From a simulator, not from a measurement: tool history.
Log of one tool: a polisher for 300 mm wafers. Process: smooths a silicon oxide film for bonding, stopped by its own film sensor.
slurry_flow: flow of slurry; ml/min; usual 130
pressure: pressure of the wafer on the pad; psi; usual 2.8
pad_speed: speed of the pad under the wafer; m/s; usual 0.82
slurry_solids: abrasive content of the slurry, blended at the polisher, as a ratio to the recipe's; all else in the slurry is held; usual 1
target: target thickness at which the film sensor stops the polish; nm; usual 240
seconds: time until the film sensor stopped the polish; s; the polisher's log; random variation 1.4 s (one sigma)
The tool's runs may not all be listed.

run     day  slurry_flow  pressure  pad_speed  slurry_solids  target  incoming thickness of the incoming film, nm  seconds
  1       0          130       2.8       0.82              1     230                                          307     83.4
  2   2.179          130       2.8       0.82              1     230                                        306.2     82.9
        3.2  -- head pressure recalibrated
      3.729  -- slurry nozzle cleaned
  3   4.812          130       2.8       0.82              1     240                                        307.5     76.3
  4   8.158          130       2.8       0.82              1     240                                        308.8     75.2
  5   11.85          130       2.8       0.82              1     240                                        306.9     73.8
     13.496  -- slurry blender recalibrated
  6  15.546          130       2.8       0.82              1     240                                        303.4     69.6
     18.217  -- worn pad replaced by a new one
  7  19.025          130       2.8       0.82            1.2     228                                        310.8     82.6
  8  21.829          130       2.8       0.82            1.2     228                                        311.8     84.2
  9  23.779          130       2.8       0.82              1     240                                        309.7     74.7
 10  26.933          145       2.8       0.82              1     240                                        304.9       69
 11  28.479          130       2.8       0.82              1     240                                        307.5     71.9
     29.492  -- head pressure recalibrated
 12  32.267          130       2.8       0.82              1     240                                        307.5     77.5
 13  34.921          130       2.8       0.82              1     240                                          308     75.4
     35.162  -- slurry nozzle cleaned
     35.592  -- slurry blender recalibrated
 14   37.65          165       2.8       0.82              1     240                                        312.8     77.2
 15  39.338          110       2.8       0.82              1     240                                        310.3     79.8
 16  43.004          130       2.8       0.82              1     240                                        313.4     81.1
     43.808  -- worn pad replaced by a new one
 17  47.312          130       2.8       0.82              1     240                                        308.3     74.6
 18  49.125          130       3.1       0.64              1     240                                        308.6     85.2
 19  53.396          160       2.8       1.08           0.85     240                                        312.7     63.8
     56.642  -- head pressure recalibrated
     59.633  -- slurry blender recalibrated
 20  61.058          130       1.8       0.82              1     240                                        312.1    104.2
 21  63.867          130       2.8       0.82              1     240                                        305.3     70.5

Run 22 comes next. What will it give?
     64.792  -- slurry nozzle cleaned
     65.367  -- worn pad replaced by a new one, of another model than before
 22  68.354          130       3.7       0.82            1.3     240                                        316.4        ?

seconds: 64.8 s
Without the tool's hidden state the same run would have given seconds 68 s.
